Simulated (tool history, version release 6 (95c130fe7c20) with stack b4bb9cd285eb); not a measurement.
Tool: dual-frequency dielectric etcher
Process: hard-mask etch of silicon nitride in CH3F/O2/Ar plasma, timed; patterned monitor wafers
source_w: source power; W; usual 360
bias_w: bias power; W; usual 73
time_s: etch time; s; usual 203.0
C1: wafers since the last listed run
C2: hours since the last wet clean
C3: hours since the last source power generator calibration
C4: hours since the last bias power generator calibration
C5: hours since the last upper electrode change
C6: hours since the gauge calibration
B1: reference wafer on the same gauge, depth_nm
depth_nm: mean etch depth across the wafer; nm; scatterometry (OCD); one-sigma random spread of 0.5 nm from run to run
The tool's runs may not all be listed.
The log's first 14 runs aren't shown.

run 15 hour=778.6 | source_w=360 bias_w=73 time_s=203.0 | C1=223 C2=163.8 C3=401.9 C4=4278.5 C5=414.2 C6=198.3 | B1=132.9 | depth_nm=149.7
run 16 hour=839.7 | source_w=360 bias_w=73 time_s=203.0 | C1=229 C2=224.9 C3=463.0 C4=4339.6 C5=475.3 C6=259.4 | B1=132.9 | depth_nm=152.1
run 17 hour=867.5 | source_w=310 bias_w=67 time_s=161.5 | C1=104 C2=252.7 C3=490.8 C4=4367.4 C5=503.1 C6=287.2 | B1=133.1 | depth_nm=108.5
run 18 hour=897.4 | source_w=360 bias_w=73 time_s=203.0 | C1=112 C2=282.6 C3=520.7 C4=4397.3 C5=533.0 C6=317.1 | B1=133.1 | depth_nm=151.4
run 19 hour=962.2 | source_w=440 bias_w=59 time_s=256.0 | C1=243 C2=347.4 C3=585.5 C4=4462.1 C5=597.8 C6=381.9 | B1=133.0 | depth_nm=198.1
run 20 hour=1011.1 | source_w=320 bias_w=67 time_s=241.0 | C1=183 C2=396.3 C3=634.4 C4=4511.0 C5=646.7 C6=430.8 | B1=133.0 | depth_nm=167.3
-- hour=1062.0 wet clean of the chamber
run 21 hour=1062.5 | source_w=320 bias_w=73 time_s=203.0 | C1=102 C2=0.5 C3=685.8 C4=4562.4 C5=698.1 C6=482.2 | B1=133.0 | depth_nm=138.5
run 22 hour=1077.8 | source_w=360 bias_w=57 time_s=184.0 | C1=57 C2=15.8 C3=701.1 C4=4577.7 C5=713.4 C6=497.5 | B1=132.9 | depth_nm=123.4
-- hour=1086.5 bias power generator calibrated
run 23 hour=1127.7 | source_w=360 bias_w=73 time_s=203.0 | C1=172 C2=65.7 C3=751.0 C4=41.2 C5=763.3 C6=547.4 | B1=133.0 | depth_nm=148.2
run 24 hour=1179.3 | source_w=290 bias_w=85 time_s=225.0 | C1=193 C2=117.3 C3=802.6 C4=92.8 C5=814.9 C6=599.0 | B1=133.0 | depth_nm=156.0
run 25 hour=1205.5 | source_w=400 bias_w=58 time_s=235.5 | C1=98 C2=143.5 C3=828.8 C4=119.0 C5=841.1 C6=625.2 | B1=133.1 | depth_nm=168.1
run 26 hour=1259.7 | source_w=360 bias_w=88 time_s=203.0 | C1=203 C2=197.7 C3=883.0 C4=173.2 C5=895.3 C6=679.4 | B1=132.9 | depth_nm=159.9
run 27 hour=1301.8 | source_w=360 bias_w=73 time_s=203.0 | C1=158 C2=239.8 C3=925.1 C4=215.3 C5=937.4 C6=721.5 | B1=132.9 | depth_nm=150.8
run 28 hour=1337.3 | source_w=270 bias_w=67 time_s=163.0 | C1=133 C2=275.3 C3=960.6 C4=250.8 C5=972.9 C6=757.0 | B1=133.1 | depth_nm=102.4

Run 29, settings as shown, results not yet in. Your forecast:
run 29 hour=1399.2 | source_w=310 bias_w=73 time_s=203.0 | C1=232 C2=337.2 C3=1022.5 C4=312.7 C5=1034.8 C6=818.9 | B1=? | depth_nm=?

B1: 133.1
depth_nm: 141.3 nm
Were there no unlogged condition in the tool, this run, its random variation unchanged, would have produced depth_nm 137.7 nm.

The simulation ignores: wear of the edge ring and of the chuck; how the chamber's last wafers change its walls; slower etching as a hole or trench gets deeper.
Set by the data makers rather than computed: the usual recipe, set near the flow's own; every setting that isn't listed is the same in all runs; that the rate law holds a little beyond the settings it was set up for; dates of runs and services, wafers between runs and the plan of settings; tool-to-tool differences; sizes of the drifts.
